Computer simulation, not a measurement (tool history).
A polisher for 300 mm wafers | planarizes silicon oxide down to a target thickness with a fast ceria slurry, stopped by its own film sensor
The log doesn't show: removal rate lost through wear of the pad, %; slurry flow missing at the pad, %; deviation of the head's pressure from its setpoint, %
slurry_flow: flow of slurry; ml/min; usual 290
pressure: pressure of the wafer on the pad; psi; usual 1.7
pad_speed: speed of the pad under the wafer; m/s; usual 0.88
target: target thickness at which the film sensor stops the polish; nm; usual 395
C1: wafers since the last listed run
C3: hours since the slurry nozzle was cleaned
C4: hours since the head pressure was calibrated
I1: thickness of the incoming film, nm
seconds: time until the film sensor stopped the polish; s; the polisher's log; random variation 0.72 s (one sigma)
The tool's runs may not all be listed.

run 1 day=0.000 | slurry_flow=290 pressure=1.7 pad_speed=0.72 target=395 | C1=0 wafers_polished_on_this_pad=1883 C3=273.6 C4=992.3 | I1=933.7 | seconds=85.1
-- day=7.383 head pressure recalibrated
run 2 day=7.658 | slurry_flow=290 pressure=1.7 pad_speed=0.72 target=395 | C1=2283 wafers_polished_on_this_pad=4167 C3=457.4 C4=6.6 | I1=936.2 | seconds=86.4
-- day=10.417 worn pad replaced by a new one
run 3 day=10.442 | slurry_flow=290 pressure=1.7 pad_speed=0.72 target=395 | C1=788 wafers_polished_on_this_pad=7 C3=524.2 C4=73.4 | I1=931.0 | seconds=86.7
run 4 day=13.038 | slurry_flow=290 pressure=1.4 pad_speed=0.88 target=536 | C1=782 wafers_polished_on_this_pad=789 C3=586.5 C4=135.7 | I1=925.9 | seconds=61.5
run 5 day=15.346 | slurry_flow=290 pressure=1.4 pad_speed=0.88 target=536 | C1=695 wafers_polished_on_this_pad=1485 C3=641.9 C4=191.1 | I1=922.8 | seconds=63.3
run 6 day=16.983 | slurry_flow=290 pressure=1.7 pad_speed=0.88 target=395 | C1=493 wafers_polished_on_this_pad=1979 C3=681.2 C4=230.4 | I1=918.1 | seconds=71.5
-- day=19.071 slurry nozzle cleaned
run 7 day=19.375 | slurry_flow=290 pressure=1.7 pad_speed=0.88 target=395 | C1=708 wafers_polished_on_this_pad=2688 C3=7.3 C4=287.8 | I1=929.3 | seconds=69.3
run 8 day=21.321 | slurry_flow=290 pressure=1.7 pad_speed=0.88 target=395 | C1=586 wafers_polished_on_this_pad=3274 C3=54.0 C4=334.5 | I1=931.9 | seconds=70.4
run 9 day=23.921 | slurry_flow=290 pressure=1.7 pad_speed=0.88 target=466 | C1=783 wafers_polished_on_this_pad=4058 C3=116.4 C4=396.9 | I1=919.6 | seconds=59.9
run 10 day=26.421 | slurry_flow=225 pressure=1.7 pad_speed=0.88 target=395 | C1=753 wafers_polished_on_this_pad=4812 C3=176.4 C4=456.9 | I1=930.4 | seconds=72.6
run 11 day=28.367 | slurry_flow=225 pressure=1.7 pad_speed=0.88 target=395 | C1=586 wafers_polished_on_this_pad=5398 C3=223.1 C4=503.6 | I1=948.1 | seconds=74.4
run 12 day=29.725 | slurry_flow=225 pressure=1.7 pad_speed=0.88 target=395 | C1=409 wafers_polished_on_this_pad=5808 C3=255.7 C4=536.2 | I1=913.2 | seconds=70.6
-- day=30.846 worn pad replaced by a new one, of another model than before
run 13 day=31.188 | slurry_flow=220 pressure=1.7 pad_speed=0.88 target=395 | C1=390 wafers_polished_on_this_pad=103 C3=290.8 C4=571.3 | I1=929.9 | seconds=76.3
run 14 day=33.342 | slurry_flow=220 pressure=1.7 pad_speed=0.88 target=395 | C1=649 wafers_polished_on_this_pad=752 C3=342.5 C4=623.0 | I1=945.7 | seconds=77.9
run 15 day=35.579 | slurry_flow=290 pressure=1.7 pad_speed=0.88 target=395 | C1=674 wafers_polished_on_this_pad=1427 C3=396.2 C4=676.7 | I1=920.4 | seconds=70.5
run 16 day=37.862 | slurry_flow=290 pressure=1.7 pad_speed=0.88 target=395 | C1=688 wafers_polished_on_this_pad=2115 C3=451.0 C4=731.5 | I1=943.0 | seconds=76.1
run 17 day=40.392 | slurry_flow=290 pressure=1.7 pad_speed=0.88 target=395 | C1=762 wafers_polished_on_this_pad=2878 C3=511.7 C4=792.2 | I1=917.3 | seconds=72.4
run 18 day=42.650 | slurry_flow=200 pressure=1.7 pad_speed=0.88 target=395 | C1=680 wafers_polished_on_this_pad=3559 C3=565.9 C4=846.4 | I1=931.7 | seconds=86.5
run 19 day=44.004 | slurry_flow=290 pressure=1.7 pad_speed=0.88 target=327 | C1=408 wafers_polished_on_this_pad=3967 C3=598.4 C4=878.9 | I1=928.9 | seconds=84.9
-- day=45.371 slurry nozzle cleaned
run 20 day=48.096 | slurry_flow=260 pressure=1.7 pad_speed=0.72 target=395 | C1=1221 wafers_polished_on_this_pad=5188 C3=65.4 C4=977.1 | I1=922.1 | seconds=78.0
-- day=50.175 worn pad replaced by a new one
run 21 day=50.383 | slurry_flow=290 pressure=1.9 pad_speed=0.88 target=467 | C1=639 wafers_polished_on_this_pad=63 C3=120.3 C4=1032.0 | I1=936.2 | seconds=58.5
run 22 day=52.733 | slurry_flow=290 pressure=1.7 pad_speed=0.88 target=297 | C1=708 wafers_polished_on_this_pad=771 C3=176.7 C4=1088.4 | I1=944.5 | seconds=87.4
run 23 day=53.746 | slurry_flow=225 pressure=1.7 pad_speed=0.88 target=395 | C1=305 wafers_polished_on_this_pad=1076 C3=201.0 C4=1112.7 | I1=927.1 | seconds=75.5
run 24 day=55.604 | slurry_flow=290 pressure=1.7 pad_speed=0.88 target=327 | C1=560 wafers_polished_on_this_pad=1637 C3=245.6 C4=1157.3 | I1=912.7 | seconds=79.1
run 25 day=58.475 | slurry_flow=385 pressure=2.0 pad_speed=0.64 target=277 | C1=865 wafers_polished_on_this_pad=2502 C3=314.5 C4=1226.2 | I1=928.4 | seconds=88.5
run 26 day=60.588 | slurry_flow=385 pressure=1.4 pad_speed=0.88 target=319 | C1=636 wafers_polished_on_this_pad=3139 C3=365.2 C4=1276.9 | I1=914.4 | seconds=89.1
-- day=62.579 head pressure recalibrated
run 27 day=63.171 | slurry_flow=290 pressure=2.1 pad_speed=0.88 target=458 | C1=753 wafers_polished_on_this_pad=3893 C3=427.2 C4=14.2 | I1=923.9 | seconds=56.8
run 28 day=67.033 | slurry_flow=350 pressure=1.7 pad_speed=0.88 target=395 | C1=1164 wafers_polished_on_this_pad=5057 C3=519.9 C4=106.9 | I1=925.7 | seconds=73.5
run 29 day=69.200 | slurry_flow=290 pressure=1.7 pad_speed=0.88 target=280 | C1=653 wafers_polished_on_this_pad=5711 C3=571.9 C4=158.9 | I1=941.3 | seconds=95.8
-- day=70.417 slurry nozzle cleaned
-- day=71.050 worn pad replaced by a new one
run 30 day=71.225 | slurry_flow=265 pressure=1.7 pad_speed=1.12 target=395 | C1=547 wafers_polished_on_this_pad=53 C3=19.4 C4=207.5 | I1=918.7 | seconds=61.9
run 31 day=73.421 | slurry_flow=360 pressure=1.7 pad_speed=0.88 target=395 | C1=662 wafers_polished_on_this_pad=715 C3=72.1 C4=260.2 | I1=932.5 | seconds=67.9
run 32 day=75.512 | slurry_flow=290 pressure=1.7 pad_speed=0.88 target=395 | C1=630 wafers_polished_on_this_pad=1345 C3=122.3 C4=310.4 | I1=925.9 | seconds=68.7
run 33 day=77.283 | slurry_flow=290 pressure=1.7 pad_speed=0.88 target=395 | C1=533 wafers_polished_on_this_pad=1879 C3=164.8 C4=352.9 | I1=946.9 | seconds=74.6
run 34 day=78.583 | slurry_flow=205 pressure=1.7 pad_speed=0.88 target=395 | C1=391 wafers_polished_on_this_pad=2271 C3=196.0 C4=384.1 | I1=922.2 | seconds=75.8
run 35 day=80.029 | slurry_flow=290 pressure=1.7 pad_speed=0.88 target=395 | C1=435 wafers_polished_on_this_pad=2707 C3=230.7 C4=418.8 | I1=931.5 | seconds=71.4
run 36 day=82.617 | slurry_flow=375 pressure=1.5 pad_speed=1.04 target=457 | C1=780 wafers_polished_on_this_pad=3487 C3=292.8 C4=480.9 | I1=939.9 | seconds=63.3

4 ways to go on from here, each from the tool as it stands after run 36. What would each give?
run A day=82.633 | slurry_flow=290 pressure=1.7 pad_speed=0.88 target=395 | C1=5 wafers_polished_on_this_pad=3492 C3=293.2 C4=481.3 | I1=940.5 | seconds=?
run B day=82.633 | slurry_flow=290 pressure=1.7 pad_speed=0.80 target=532 | C1=5 wafers_polished_on_this_pad=3492 C3=293.2 C4=481.3 | I1=940.5 | seconds=?
run C day=82.633 | slurry_flow=290 pressure=2.3 pad_speed=0.88 target=395 | C1=5 wafers_polished_on_this_pad=3492 C3=293.2 C4=481.3 | I1=940.5 | seconds=?
run D day=82.633 | slurry_flow=290 pressure=1.7 pad_speed=0.88 target=527 | C1=5 wafers_polished_on_this_pad=3492 C3=293.2 C4=481.3 | I1=940.5 | seconds=?

run=A seconds=74.5
run=B seconds=58.2
run=C seconds=60.4
run=D seconds=56.4
Without the tool's hidden state the same runs would have given:
run=A seconds=71.5
run=B seconds=55.8
run=C seconds=58.0
run=D seconds=54.2

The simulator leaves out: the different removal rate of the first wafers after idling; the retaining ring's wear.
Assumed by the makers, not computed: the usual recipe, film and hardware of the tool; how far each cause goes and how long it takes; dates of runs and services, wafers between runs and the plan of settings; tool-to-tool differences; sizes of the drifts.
